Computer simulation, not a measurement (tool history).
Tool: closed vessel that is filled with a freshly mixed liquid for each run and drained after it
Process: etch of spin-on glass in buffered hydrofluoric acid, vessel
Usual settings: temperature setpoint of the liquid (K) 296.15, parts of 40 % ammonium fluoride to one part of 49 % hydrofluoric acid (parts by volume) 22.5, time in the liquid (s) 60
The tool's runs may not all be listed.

run   hour  temperature setpoint of the liquid (K)  parts of 40 % ammonium fluoride to one part of 49 % hydrofluoric acid (parts by volume)  time in the liquid (s)  wafers since the last listed run  hours since the thermometer was replaced  hours since the hydrofluoric acid flow meter was replaced  hours since the gauge calibration  read-back film thickness of the spin-on glass reference wafer, read on the same gauge (nm)  thickness taken off the spin-on glass on a monitor wafer (Å)
  1    0.0                                  296.15                                                                                     22.5                      60                                 0                                    2708.2                                                     1819.5                              355.0                                                                                      150.03                                                        1035.3
  2    8.8                                  296.15                                                                                     22.5                      60                               974                                    2717.0                                                     1828.3                              363.8                                                                                      149.99                                                        1028.6
  3   22.2                                  296.15                                                                                     22.5                      60                              1483                                    2730.4                                                     1841.7                              377.2                                                                                      149.99                                                        1039.2
  4   37.0                                  296.15                                                                                     22.5                      60                              1638                                    2745.2                                                     1856.5                              392.0                                                                                      150.02                                                        1033.9
  5   54.1                                  294.65                                                                                     25.5                      60                              1893                                    2762.3                                                     1873.6                              409.1                                                                                      150.01                                                         873.4
  6   64.6                                  294.65                                                                                     25.5                      60                              1162                                    2772.8                                                     1884.1                              419.6                                                                                      150.05                                                         865.3
  7   82.5                                  296.15                                                                                     22.5                      60                              1981                                    2790.7                                                     1902.0                              437.5                                                                                      149.99                                                        1043.1
      95.1  -- hydrofluoric acid flow meter replaced
  8   95.6                                  296.15                                                                                     22.5                      60                              1339                                    2803.8                                                        0.5                              450.6                                                                                      150.01                                                        1039.3
  9  110.8                                  296.15                                                                                     22.5                      85                              1682                                    2819.0                                                       15.7                              465.8                                                                                      150.05                                                        1476.7
 10  121.3                                  296.15                                                                                     22.5                      85                              1162                                    2829.5                                                       26.2                              476.3                                                                                      150.00                                                        1475.0
 11  174.6                                  296.15                                                                                     22.5                      60                              5900                                    2882.8                                                       79.5                              529.6                                                                                      150.02                                                        1057.7
 12  184.7                                  296.15                                                                                     22.5                      60                              1118                                    2892.9                                                       89.6                              539.7                                                                                      150.01                                                        1044.2
 13  196.1                                  296.15                                                                                     22.5                      60                              1262                                    2904.3                                                      101.0                              551.1                                                                                      150.02                                                        1041.8
 14  210.9                                  299.15                                                                                     29.5                      75                              1638                                    2919.1                                                      115.8                              565.9                                                                                      149.97                                                        1293.6
 15  223.4                                  293.15                                                                                     16.0                      80                              1383                                    2931.6                                                      128.3                              578.4                                                                                      149.98                                                        1590.0
     227.9  -- gauge calibrated
 16  233.5                                  292.65                                                                                     17.0                      60                              1118                                    2941.7                                                      138.4                                5.6                                                                                      149.97                                                        1090.6
 17  246.6                                  296.15                                                                                     22.5                      60                              1450                                    2954.8                                                      151.5                               18.7                                                                                      149.99                                                        1050.6
     250.3  -- thermometer replaced
 18  255.2                                  293.15                                                                                     22.5                      60                               841                                       4.9                                                      160.1                               27.3                                                                                      149.99                                                         749.0
 19  263.2                                  292.15                                                                                     14.5                      70                               885                                      12.9                                                      168.1                               35.3                                                                                      150.02                                                        1229.2
 20  279.3                                  296.15                                                                                     14.0                      70                              1782                                      29.0                                                      184.2                               51.4                                                                                      149.99                                                        1612.8
 21  295.6                                  296.15                                                                                     22.5                      60                              1804                                      45.3                                                      200.5                               67.7                                                                                      150.00                                                         891.8
 22  304.9                                  300.15                                                                                     22.5                      50                              1029                                      54.6                                                      209.8                               77.0                                                                                      150.03                                                         913.0
 23  322.6                                  294.15                                                                                     15.5                      75                              1959                                      72.3                                                      227.5                               94.7                                                                                      150.02                                                        1383.7
 24  340.1                                  291.15                                                                                     27.5                      30                              1937                                      89.8                                                      245.0                              112.2                                                                                      150.06                                                         292.3
 25  354.7                                  296.15                                                                                     22.5                      60                              1616                                     104.4                                                      259.6                              126.8                                                                                      149.94                                                         896.9
 26  365.7                                  300.15                                                                                     22.5                      60                              1217                                     115.4                                                      270.6                              137.8                                                                                      149.97                                                        1114.3
 27  373.9                                  301.15                                                                                     18.0                      30                               907                                     123.6                                                      278.8                              146.0                                                                                      150.03                                                         705.6
 28  382.1                                  296.15                                                                                     22.5                      60                               907                                     131.8                                                      287.0                              154.2                                                                                      149.96                                                         899.6
 29  390.5                                  296.15                                                                                     22.5                      60                               929                                     140.2                                                      295.4                              162.6                                                                                      150.00                                                         897.8

Forecast run 30:
 30  398.8                                  298.15                                                                                     27.5                      35                               918                                     148.5                                                      303.7                              170.9                                                                                           ?                                                             ?

{"run 30": {"read-back film thickness of the spin-on glass reference wafer, read on the same gauge (nm)": 150.0, "thickness taken off the spin-on glass on a monitor wafer (Å)": 505.4}}
Without the tool's hidden state the same run would have given thickness taken off the spin-on glass on a monitor wafer (Å) 500.8.
